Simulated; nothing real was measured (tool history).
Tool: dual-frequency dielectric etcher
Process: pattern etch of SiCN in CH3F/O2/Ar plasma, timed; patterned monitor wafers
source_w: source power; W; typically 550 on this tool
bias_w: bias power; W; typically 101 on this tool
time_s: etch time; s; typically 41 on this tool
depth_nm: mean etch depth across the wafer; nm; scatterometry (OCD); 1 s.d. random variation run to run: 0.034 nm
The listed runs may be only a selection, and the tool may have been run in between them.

| run | hour | source_w | bias_w | time_s | read-back reference wafer on the same gauge, depth_nm | depth_nm |
|---|---|---|---|---|---|---|
| 1 | 0 | 550 | 101 | 37.5 | 21.7 | 21.36 |
| 2 | 12.1 | 550 | 101 | 41 | 21.71 | 23.36 |
| 3 | 23.4 | 550 | 101 | 41 | 21.7 | 23.44 |
| 4 | 31.7 | 550 | 101 | 41 | 21.71 | 23.41 |
| 5 | 43.6 | 550 | 101 | 41 | 21.71 | 23.44 |
| 6 | 58.2 | 550 | 101 | 41 | 21.69 | 23.41 |
|  | 71.2 | source power generator calibrated |
|  | 98.7 | gauge calibrated |
|  | 102.6 | upper electrode replaced |
|  | 109.1 | bias power generator calibrated |
|  | 113.2 | wet clean of the chamber |
| 7 | 113.7 | 550 | 101 | 41 | 21.69 | 22.4 |
| 8 | 114.1 | 550 | 101 | 41 | 21.7 | 22.44 |
| 9 | 114.4 | 620 | 101 | 51 | 21.7 | 28.49 |
| 10 | 119.6 | 550 | 101 | 41 | 21.7 | 22.37 |
| 11 | 161 | 550 | 124 | 51 | 21.69 | 30.65 |
| 12 | 168.6 | 550 | 101 | 41 | 21.7 | 22.51 |
| 13 | 186 | 550 | 121 | 52.5 | 21.7 | 31.25 |
| 14 | 199.6 | 550 | 112 | 47 | 21.7 | 26.99 |

Same runs, no hidden state in the tool, same run-to-run variation:
Unlogged tool condition in this case: etch rate over this chamber's usual, %; source power that arrives over what is set, %; bias power that arrives over what is set, %; gauge reads high (%).
| run | depth_nm |
|---|---|
| 1 | 20.58 |
| 2 | 22.48 |
| 3 | 22.54 |
| 4 | 22.5 |
| 5 | 22.5 |
| 6 | 22.45 |
| 7 | 22.5 |
| 8 | 22.54 |
| 9 | 28.61 |
| 10 | 22.45 |
| 11 | 30.67 |
| 12 | 22.51 |
| 13 | 31.2 |
| 14 | 26.92 |
